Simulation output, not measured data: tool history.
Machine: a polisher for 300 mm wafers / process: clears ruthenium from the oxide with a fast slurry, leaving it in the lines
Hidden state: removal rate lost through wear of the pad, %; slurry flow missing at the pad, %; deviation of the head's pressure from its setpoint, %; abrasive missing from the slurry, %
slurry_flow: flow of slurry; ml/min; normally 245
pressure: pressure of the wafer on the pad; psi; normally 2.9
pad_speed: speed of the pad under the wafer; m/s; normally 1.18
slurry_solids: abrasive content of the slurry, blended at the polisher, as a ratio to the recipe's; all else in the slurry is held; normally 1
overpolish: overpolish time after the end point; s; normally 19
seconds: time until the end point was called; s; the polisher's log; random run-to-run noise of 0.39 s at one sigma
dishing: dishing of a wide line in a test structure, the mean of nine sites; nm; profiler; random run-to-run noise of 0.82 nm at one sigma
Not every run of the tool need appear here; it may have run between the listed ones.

| run | hour | slurry_flow | pressure | pad_speed | slurry_solids | overpolish | wafers since the last listed run | wafers polished on this pad | hours since the slurry nozzle was cleaned | hours since the head pressure was calibrated | hours since the slurry blender was calibrated | incoming thickness of the incoming film, nm | seconds | dishing |
|---|---|---|---|---|---|---|---|---|---|---|---|---|---|---|
| 1 | 0 | 245 | 2.9 | 1.34 | 1 | 19 | 0 | 1402 | 157.2 | 459.2 | 226.9 | 217.1 | 36.6 | 69.3 |
|  | 36.2 | slurry blender recalibrated |
| 2 | 103.2 | 245 | 2.9 | 1.34 | 1 | 19 | 1344 | 2746 | 260.4 | 562.4 | 67 | 219.7 | 37.4 | 68.3 |
| 3 | 117.4 | 245 | 2.9 | 1.18 | 1 | 19 | 188 | 2934 | 274.6 | 576.6 | 81.2 | 219.8 | 43.8 | 60.7 |
| 4 | 147.8 | 245 | 2.9 | 1.18 | 1 | 19 | 403 | 3338 | 305 | 607 | 111.6 | 223.5 | 44.5 | 61.4 |
| 5 | 181.8 | 245 | 2.9 | 0.78 | 1 | 19 | 451 | 3790 | 339 | 641 | 145.6 | 219.5 | 68.7 | 43.4 |
|  | 188.8 | slurry nozzle cleaned |
|  | 190.3 | worn pad replaced by a new one |
| 6 | 195.4 | 245 | 2.9 | 1.18 | 1.25 | 19 | 147 | 67 | 6.6 | 654.6 | 159.2 | 218.4 | 35.9 | 70.1 |
| 7 | 215.8 | 245 | 2.9 | 1.18 | 1 | 19 | 270 | 338 | 27 | 675 | 179.6 | 220.8 | 40.3 | 63.8 |
| 8 | 247.8 | 175 | 2.4 | 1.18 | 1.15 | 19 | 425 | 763 | 59 | 707 | 211.6 | 216.9 | 47.1 | 57.9 |
| 9 | 276.6 | 315 | 3.7 | 1.54 | 0.9 | 19 | 382 | 1146 | 87.8 | 735.8 | 240.4 | 216.9 | 25.3 | 86.5 |
|  | 284.8 | head pressure recalibrated |
| 10 | 312.4 | 245 | 2.9 | 1.18 | 1 | 19 | 448 | 1594 | 123.6 | 27.6 | 276.2 | 220.7 | 41.6 | 64.1 |
|  | 323.2 | slurry blender recalibrated |
| 11 | 335.7 | 245 | 2.9 | 1.18 | 1 | 19 | 282 | 1877 | 146.9 | 50.9 | 12.5 | 221.3 | 41.5 | 63.8 |
| 12 | 349.2 | 245 | 2 | 1.18 | 0.75 | 23 | 179 | 2057 | 160.4 | 64.4 | 26 | 216.9 | 65.5 | 52.2 |
| 13 | 379.3 | 205 | 2.9 | 1.18 | 1 | 19 | 399 | 2456 | 190.5 | 94.5 | 56.1 | 224 | 43.9 | 61.5 |
| 14 | 407 | 245 | 2.9 | 1.18 | 1 | 24 | 367 | 2824 | 218.2 | 122.2 | 83.8 | 221 | 42.9 | 72.9 |
|  | 427.9 | worn pad replaced by a new one, of another model than before |
| 15 | 429.1 | 245 | 2.9 | 1.6 | 0.8 | 19 | 240 | 15 | 240.3 | 144.3 | 105.9 | 223.1 | 44.4 | 60.9 |
| 16 | 458.7 | 220 | 2.9 | 1.18 | 1.1 | 19 | 393 | 408 | 269.9 | 173.9 | 135.5 | 220.4 | 52 | 54 |
| 17 | 471.6 | 245 | 2.9 | 1.18 | 1.1 | 19 | 171 | 580 | 282.8 | 186.8 | 148.4 | 218.2 | 48.9 | 55 |
| 18 | 484.7 | 245 | 2.9 | 1.18 | 1 | 12 | 173 | 754 | 295.9 | 199.9 | 161.5 | 221.4 | 53.9 | 35.6 |
| 19 | 500.7 | 245 | 2.9 | 1.44 | 1 | 19 | 212 | 966 | 311.9 | 215.9 | 177.5 | 221.8 | 51.8 | 56.2 |
| 20 | 529.9 | 245 | 2.9 | 1.18 | 1 | 19 | 387 | 1354 | 341.1 | 245.1 | 206.7 | 223.2 | 69.9 | 43.3 |
|  | 543.5 | slurry nozzle cleaned |
|  | 550.4 | slurry blender recalibrated |
| 21 | 561.8 | 225 | 2.9 | 1.18 | 1 | 10 | 383 | 1738 | 18.3 | 277 | 11.4 | 218.1 | 40.8 | 38.8 |
| 22 | 574.8 | 245 | 2.9 | 0.8 | 1.1 | 22 | 172 | 1911 | 31.3 | 290 | 24.4 | 221.6 | 47.6 | 63.8 |
| 23 | 598.3 | 245 | 1.9 | 1.18 | 1.15 | 19 | 312 | 2223 | 54.8 | 313.5 | 47.9 | 219.3 | 49.3 | 55.9 |
| 24 | 630.1 | 245 | 2.9 | 1.3 | 1 | 19 | 422 | 2645 | 86.6 | 345.3 | 79.7 | 221.7 | 38.7 | 66.5 |
| 25 | 652.8 | 245 | 2.9 | 1.18 | 1 | 19 | 301 | 2947 | 109.3 | 368 | 102.4 | 223.2 | 42.1 | 63.4 |
| 26 | 681.5 | 245 | 2.9 | 1.18 | 1 | 19 | 381 | 3328 | 138 | 396.7 | 131.1 | 222.4 | 42.7 | 64.5 |
| 27 | 695.7 | 245 | 2.9 | 1.18 | 1 | 19 | 188 | 3516 | 152.2 | 410.9 | 145.3 | 222.5 | 43 | 63.5 |
|  | 701.2 | worn pad replaced by a new one |
| 28 | 733.3 | 245 | 2.9 | 1.18 | 1 | 19 | 446 | 426 | 189.8 | 448.5 | 182.9 | 221.4 | 43.8 | 61.2 |
| 29 | 767.3 | 215 | 2.9 | 1.18 | 1 | 22 | 451 | 878 | 223.8 | 482.5 | 216.9 | 220.4 | 48.6 | 62.5 |

3 options for the next run, each taken on its own from the tool as it stands now. Forecast them:
| A | 767.7 | 280 | 2.9 | 1.18 | 1 | 19 | 5 | 883 | 224.2 | 482.9 | 217.3 | 220.3 | ? | ? |
| B | 767.7 | 195 | 2.9 | 1.18 | 1.15 | 19 | 5 | 883 | 224.2 | 482.9 | 217.3 | 220.3 | ? | ? |
| C | 767.7 | 245 | 2.5 | 1.18 | 1 | 28 | 5 | 883 | 224.2 | 482.9 | 217.3 | 220.3 | ? | ? |

| run | seconds | dishing |
|---|---|---|
| A | 43.3 | 61.4 |
| B | 48.7 | 56.5 |
| C | 49.7 | 72.5 |
Without the tool's unlogged condition, the same runs would have read:
| run | seconds | dishing |
|---|---|---|
| A | 39.4 | 65.6 |
| B | 40.4 | 64.4 |
| C | 44.1 | 77.9 |
